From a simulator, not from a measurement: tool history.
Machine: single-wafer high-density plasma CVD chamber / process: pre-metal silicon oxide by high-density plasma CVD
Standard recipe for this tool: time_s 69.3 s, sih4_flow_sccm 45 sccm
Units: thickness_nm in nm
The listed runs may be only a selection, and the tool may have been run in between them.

run,hour,time_s,sih4_flow_sccm,"read-back reference wafer on the same gauge, thickness_nm",thickness_nm
1,0.0,69.3,45,350.988,361.204
2,29.6,69.3,45,350.335,361.640
3,233.8,59.0,38,350.798,261.789
4,298.2,59.0,38,350.721,261.729
5,340.5,65.4,45,350.560,341.675
6,366.2,69.3,41,350.813,331.312
7,409.6,69.3,41,351.034,328.458
8,463.9,69.3,45,351.067,365.236
# hour 464.8: gauge calibrated
9,517.5,69.3,45,350.987,364.883
10,561.8,69.3,43,351.177,349.193
11,623.1,69.3,43,350.794,350.363
12,665.6,69.3,49,351.034,398.847
13,703.7,69.3,49,351.083,395.304
14,775.4,69.3,49,351.371,398.183
15,846.9,61.5,45,350.903,323.981
16,1039.6,61.5,45,350.846,326.002
17,1108.3,59.1,45,351.065,312.293
18,1170.9,59.1,45,350.978,311.870
19,1240.9,59.1,45,351.332,313.103
20,1265.8,69.3,45,351.306,367.268
21,1330.0,69.3,45,350.788,369.750
22,1392.3,62.7,42,351.011,312.705

Estimate the outcome of run 23 from the log above:
23,1450.8,55.5,45,?,?

Run 23 measured read-back reference wafer on the same gauge, thickness_nm 350.884, thickness_nm 297.457 nm.
With the hidden condition absent and the run-to-run variation left alone, this run would have shown thickness_nm 284.659 nm.

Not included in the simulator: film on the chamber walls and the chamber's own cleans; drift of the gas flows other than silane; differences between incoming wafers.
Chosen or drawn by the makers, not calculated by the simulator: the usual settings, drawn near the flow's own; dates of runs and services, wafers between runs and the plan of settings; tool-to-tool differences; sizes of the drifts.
